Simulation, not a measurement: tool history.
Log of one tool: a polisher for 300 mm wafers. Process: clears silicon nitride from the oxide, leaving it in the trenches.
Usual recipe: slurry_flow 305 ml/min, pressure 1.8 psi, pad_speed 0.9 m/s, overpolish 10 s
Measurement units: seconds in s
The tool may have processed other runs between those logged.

run	day	slurry_flow	pressure	pad_speed	overpolish	incoming thickness of the incoming film, nm	seconds
1	0	305	1.8	0.9	5	55.7	116.8
# day 1.192: head pressure recalibrated
# day 3.638: slurry nozzle cleaned
2	4.158	305	1.8	0.9	5	56.1	120.9
3	6.188	305	1.8	0.9	5	55.2	120
4	7.921	305	1.8	0.9	10	55.6	123.8
# day 12.421: worn pad replaced by a new one
5	12.442	370	1.8	0.9	10	55.1	106.3
6	16.204	370	1.8	0.9	10	55.2	113
7	19.088	370	1.8	0.9	10	55.5	110.9
8	31.929	305	1.8	0.9	10	54.8	114.9
# day 38.475: slurry nozzle cleaned
9	41.671	305	1.8	0.9	10	56	124.3
10	43.179	305	1.8	0.9	10	55.6	125.8
# day 45.85: worn pad replaced by a new one
11	47.508	305	2.1	0.9	10	54.4	94.8
12	49.817	305	2.1	0.9	10	54.8	94.9
13	51.638	305	2.1	0.9	10	55.1	97.7
14	55.396	305	1.8	0.9	10	55.9	116.3
15	59.012	305	1.5	0.9	10	54.2	137.6
# day 59.412: head pressure recalibrated
16	61.029	305	1.5	0.9	10	54.7	136.8
17	62.954	305	1.8	0.9	10	54.4	114.4
18	64.854	305	1.8	0.9	7	54.9	119.1
19	68.654	365	2.2	0.64	4	54.5	132.9
# day 77.15: worn pad replaced by a new one
# day 77.846: slurry nozzle cleaned
20	80.942	305	1.8	0.9	12	55	112.6
21	85.038	305	2	0.9	10	54.9	100.5
22	87.696	305	1.8	0.9	10	54.3	113.3
23	90.183	305	1.8	0.9	10	54.1	113.2
24	93.742	305	1.8	0.9	10	55.4	120.7
25	96.633	305	1.5	0.9	10	54.3	142.4
26	100.688	305	1.8	0.9	12	54.5	120.7
27	103.883	305	1.8	0.9	10	54.9	121.7
# day 104.396: head pressure recalibrated
# day 105.925: worn pad replaced by a new one
28	107.167	305	1.5	0.72	10	55.2	156.9
29	111.021	385	1.2	1.12	5	55.6	132.8
30	114.95	400	1.8	0.9	10	54.7	108.1
# day 115.562: slurry nozzle cleaned
31	118.383	230	1.3	1	8	55	147.9
32	122.179	245	2.1	1.2	12	56	82.1
33	124.462	305	1.8	1.1	10	54.1	98.7
34	129.471	355	2.4	0.9	10	54.6	90.5
35	133.308	200	1.8	0.9	15	54.9	126.8
# day 134.088: worn pad replaced by a new one
36	137.429	385	1.8	1.14	10	53.9	87.9
37	140.721	305	1.8	0.9	10	54.8	114.8

Consider 3 possible next runs. They are alternatives, not a sequence: every one starts from the tool as it was left by run 37. What does each give?
A	140.742	305	1.8	0.9	10	54.4	?
B	140.742	395	2.3	0.9	5	54.4	?
C	140.742	205	1.6	0.9	10	54.4	?

run	seconds
A	115.8
B	90.6
C	135.1
Without the tool's unlogged condition, the same runs would have read:
run	seconds
A	112.1
B	87.8
C	130.9

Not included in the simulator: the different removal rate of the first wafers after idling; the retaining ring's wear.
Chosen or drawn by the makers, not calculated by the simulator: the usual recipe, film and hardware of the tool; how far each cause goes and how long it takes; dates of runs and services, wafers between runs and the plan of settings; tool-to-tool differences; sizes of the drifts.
